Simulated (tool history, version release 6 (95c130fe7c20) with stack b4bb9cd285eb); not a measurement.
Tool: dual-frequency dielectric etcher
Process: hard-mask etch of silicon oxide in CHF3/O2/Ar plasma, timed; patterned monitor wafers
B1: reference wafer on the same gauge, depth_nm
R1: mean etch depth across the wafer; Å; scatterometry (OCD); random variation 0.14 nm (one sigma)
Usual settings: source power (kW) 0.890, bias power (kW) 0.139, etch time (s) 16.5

run 1 hour=0.0 | source_power_(kW)=0.890 bias_power_(kW)=0.139 etch_time_(s)=16.5 | B1=33.67 | R1=385.8
run 2 hour=82.2 | source_power_(kW)=0.890 bias_power_(kW)=0.139 etch_time_(s)=16.5 | B1=33.77 | R1=387.1
run 3 hour=156.9 | source_power_(kW)=0.890 bias_power_(kW)=0.139 etch_time_(s)=16.5 | B1=33.71 | R1=388.6
-- hour=195.3 wet clean of the chamber
run 4 hour=260.0 | source_power_(kW)=0.890 bias_power_(kW)=0.139 etch_time_(s)=16.5 | B1=33.68 | R1=387.7
run 5 hour=318.9 | source_power_(kW)=1.070 bias_power_(kW)=0.139 etch_time_(s)=16.5 | B1=33.69 | R1=428.2
run 6 hour=389.0 | source_power_(kW)=0.890 bias_power_(kW)=0.139 etch_time_(s)=16.5 | B1=33.65 | R1=386.7
-- hour=468.9 bias power generator calibrated
run 7 hour=469.9 | source_power_(kW)=0.890 bias_power_(kW)=0.139 etch_time_(s)=16.5 | B1=33.63 | R1=386.2
run 8 hour=574.5 | source_power_(kW)=0.890 bias_power_(kW)=0.139 etch_time_(s)=16.5 | B1=33.76 | R1=387.4
run 9 hour=653.8 | source_power_(kW)=0.890 bias_power_(kW)=0.117 etch_time_(s)=12.0 | B1=33.73 | R1=266.7
-- hour=758.3 wet clean of the chamber
run 10 hour=758.8 | source_power_(kW)=0.890 bias_power_(kW)=0.118 etch_time_(s)=12.5 | B1=33.71 | R1=278.4
run 11 hour=799.8 | source_power_(kW)=0.710 bias_power_(kW)=0.139 etch_time_(s)=16.5 | B1=33.68 | R1=339.0
run 12 hour=884.6 | source_power_(kW)=0.890 bias_power_(kW)=0.139 etch_time_(s)=16.5 | B1=33.79 | R1=385.8
-- hour=945.5 gauge calibrated
run 13 hour=974.7 | source_power_(kW)=0.780 bias_power_(kW)=0.139 etch_time_(s)=16.5 | B1=33.70 | R1=357.7
-- hour=1006.7 source power generator calibrated
run 14 hour=1041.0 | source_power_(kW)=0.980 bias_power_(kW)=0.173 etch_time_(s)=12.0 | B1=33.71 | R1=315.5
run 15 hour=1122.3 | source_power_(kW)=0.810 bias_power_(kW)=0.139 etch_time_(s)=13.0 | B1=33.73 | R1=283.1
run 16 hour=1164.3 | source_power_(kW)=0.670 bias_power_(kW)=0.167 etch_time_(s)=11.5 | B1=33.75 | R1=240.0
run 17 hour=1269.5 | source_power_(kW)=0.890 bias_power_(kW)=0.139 etch_time_(s)=16.5 | B1=33.72 | R1=384.7
-- hour=1314.1 wet clean of the chamber
run 18 hour=1375.6 | source_power_(kW)=1.030 bias_power_(kW)=0.139 etch_time_(s)=16.5 | B1=33.79 | R1=413.3
run 19 hour=1448.3 | source_power_(kW)=1.100 bias_power_(kW)=0.139 etch_time_(s)=13.5 | B1=33.73 | R1=351.5
-- hour=1547.7 upper electrode replaced
run 20 hour=1548.2 | source_power_(kW)=0.720 bias_power_(kW)=0.139 etch_time_(s)=16.5 | B1=33.79 | R1=338.7
run 21 hour=1623.4 | source_power_(kW)=1.000 bias_power_(kW)=0.139 etch_time_(s)=16.5 | B1=33.67 | R1=411.3
run 22 hour=1684.8 | source_power_(kW)=0.980 bias_power_(kW)=0.139 etch_time_(s)=19.0 | B1=33.73 | R1=464.2
run 23 hour=1772.8 | source_power_(kW)=0.890 bias_power_(kW)=0.139 etch_time_(s)=16.5 | B1=33.68 | R1=385.8
run 24 hour=1813.4 | source_power_(kW)=0.890 bias_power_(kW)=0.139 etch_time_(s)=16.5 | B1=33.72 | R1=383.9
run 25 hour=1892.1 | source_power_(kW)=0.890 bias_power_(kW)=0.139 etch_time_(s)=16.5 | B1=33.79 | R1=385.3
-- hour=1940.9 wet clean of the chamber
run 26 hour=1941.4 | source_power_(kW)=0.690 bias_power_(kW)=0.139 etch_time_(s)=16.5 | B1=33.70 | R1=333.9
run 27 hour=2026.1 | source_power_(kW)=0.990 bias_power_(kW)=0.139 etch_time_(s)=16.5 | B1=33.74 | R1=408.6
run 28 hour=2069.7 | source_power_(kW)=0.740 bias_power_(kW)=0.113 etch_time_(s)=16.5 | B1=33.70 | R1=324.0
run 29 hour=2169.9 | source_power_(kW)=0.890 bias_power_(kW)=0.139 etch_time_(s)=14.0 | B1=33.72 | R1=326.0

Some steps in R1 between neighbouring runs. How much of each would the tool show without its hidden state too (settings, what came in, random variation), and how much is left for the hidden state, with any gauge scatter that isn't in both results?
The hidden state here: etch rate over this chamber's usual, %; source power that arrives over what is set, %; bias power that arrives over what is set, %; gauge reads high (%).
Run 8 -> 9: bias power (kW) 0.139 -> 0.117, etch time (s) 16.5 -> 12.0. R1 -120.7 Å: hidden state -2.7, all else -118.0.
Run 13 -> 14: source power (kW) 0.780 -> 0.980, bias power (kW) 0.139 -> 0.173, etch time (s) 16.5 -> 12.0, source power generator calibrated. R1 -42.2 Å: hidden state -7.5, all else -34.7.
Run 16 -> 17: source power (kW) 0.670 -> 0.890, bias power (kW) 0.167 -> 0.139, etch time (s) 11.5 -> 16.5. R1 +144.7 Å: hidden state +1.8, all else +142.9.
